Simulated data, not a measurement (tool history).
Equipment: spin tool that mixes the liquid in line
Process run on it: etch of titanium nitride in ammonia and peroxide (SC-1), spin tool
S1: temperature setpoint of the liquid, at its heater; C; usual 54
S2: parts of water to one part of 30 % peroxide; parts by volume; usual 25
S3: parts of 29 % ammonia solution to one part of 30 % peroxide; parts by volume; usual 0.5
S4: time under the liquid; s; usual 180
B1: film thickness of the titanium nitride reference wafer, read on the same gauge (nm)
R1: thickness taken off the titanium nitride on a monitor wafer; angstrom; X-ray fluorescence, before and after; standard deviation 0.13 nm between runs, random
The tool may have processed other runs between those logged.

Run 1, day 0: usual settings but S4 155 s; B1 70. Result: R1 141.5 angstrom.
Run 2, day 3.467: usual settings but S4 155 s; B1 70.02. Result: R1 144.1 angstrom.
Run 3, day 5.625: usual settings; B1 70.01. Result: R1 170.9 angstrom.
Run 4, day 7.483: usual settings; B1 70.01. Result: R1 167.1 angstrom.
Run 5, day 8.992: usual settings; B1 70. Result: R1 167.3 angstrom.
Run 6, day 10.8: usual settings; B1 70.01. Result: R1 167.2 angstrom.
Run 7, day 15.1: usual settings; B1 69.99. Result: R1 169.7 angstrom.
At day 17.025: new drum of ammonia solution connected.
Run 8, day 19.458: usual settings but S3 0.35 parts by volume; B1 69.99. Result: R1 160.5 angstrom.
At day 20.433: heated supply line repaired.
Run 9, day 23.567: usual settings; B1 70.03. Result: R1 173 angstrom.
Run 10, day 26.021: usual settings; B1 69.98. Result: R1 174.1 angstrom.
Run 11, day 29.933: usual settings; B1 70.02. Result: R1 175.6 angstrom.
At day 31.592: thermometer replaced.
At day 32.662: ammonia flow meter replaced.
Run 12, day 33.854: usual settings; B1 69.99. Result: R1 163 angstrom.
At day 34.842: gauge calibrated.
Run 13, day 37.808: usual settings; B1 70. Result: R1 161.8 angstrom.
Run 14, day 48.325: usual settings but S1 49 C, S2 29.5 parts by volume, S3 0.6 parts by volume; B1 69.98. Result: R1 111.7 angstrom.
Run 15, day 50.825: usual settings but S1 45.5 C, S2 36 parts by volume, S4 270 s; B1 70.02. Result: R1 112.5 angstrom.
At day 54.608: heated supply line repaired.
Run 16, day 55.275: usual settings but S1 45 C, S2 18 parts by volume, S4 85 s; B1 70.01. Result: R1 51.1 angstrom.
At day 57.142: new drum of ammonia solution connected.
Run 17, day 58.217: usual settings but S1 46 C; B1 70.01. Result: R1 96.8 angstrom.
Run 18, day 62.192: usual settings but S2 17.5 parts by volume; B1 70.01. Result: R1 206.8 angstrom.
Run 19, day 64.862: usual settings but S1 59.5 C; B1 69.96. Result: R1 244.9 angstrom.
At day 67.471: ammonia flow meter replaced.
At day 68.771: thermometer replaced.
Run 20, day 68.908: usual settings but S1 45.5 C, S2 36 parts by volume, S4 270 s; B1 70. Result: R1 107.2 angstrom.
Run 21, day 73.308: usual settings; B1 69.99. Result: R1 165.7 angstrom.
Run 22, day 76.067: usual settings but S1 51 C, S2 14.5 parts by volume, S3 0.4 parts by volume, S4 115 s; B1 70. Result: R1 111.2 angstrom.
Run 23, day 82.612: usual settings; B1 70.01. Result: R1 168.2 angstrom.
Run 24, day 92.217: usual settings but S2 30.5 parts by volume, S4 280 s; B1 70.02. Result: R1 238.1 angstrom.

Each row is a separate what-if for the run after 24, all from the same tool condition, not one after another. Results?
Run A, day 92.238: usual settings but S4 150 s; B1 ?. Result: R1 ?.
Run B, day 92.238: usual settings but S1 62.5 C, S2 17 parts by volume, S3 0.7 parts by volume, S4 130 s; B1 ?. Result: R1 ?.
Run C, day 92.238: usual settings but S2 15 parts by volume, S3 0.35 parts by volume; B1 ?. Result: R1 ?.
Run D, day 92.238: usual settings but S2 13 parts by volume; B1 ?. Result: R1 ?.

run     B1     R1
  A  70.02  140.9
  B  70.02  282.1
  C  70.02  210.3
  D  70.02  242.7
Without the tool's hidden state the same runs would have given:
run     R1
  A  135.1
  B  271.1
  C  201.7
  D  232.7

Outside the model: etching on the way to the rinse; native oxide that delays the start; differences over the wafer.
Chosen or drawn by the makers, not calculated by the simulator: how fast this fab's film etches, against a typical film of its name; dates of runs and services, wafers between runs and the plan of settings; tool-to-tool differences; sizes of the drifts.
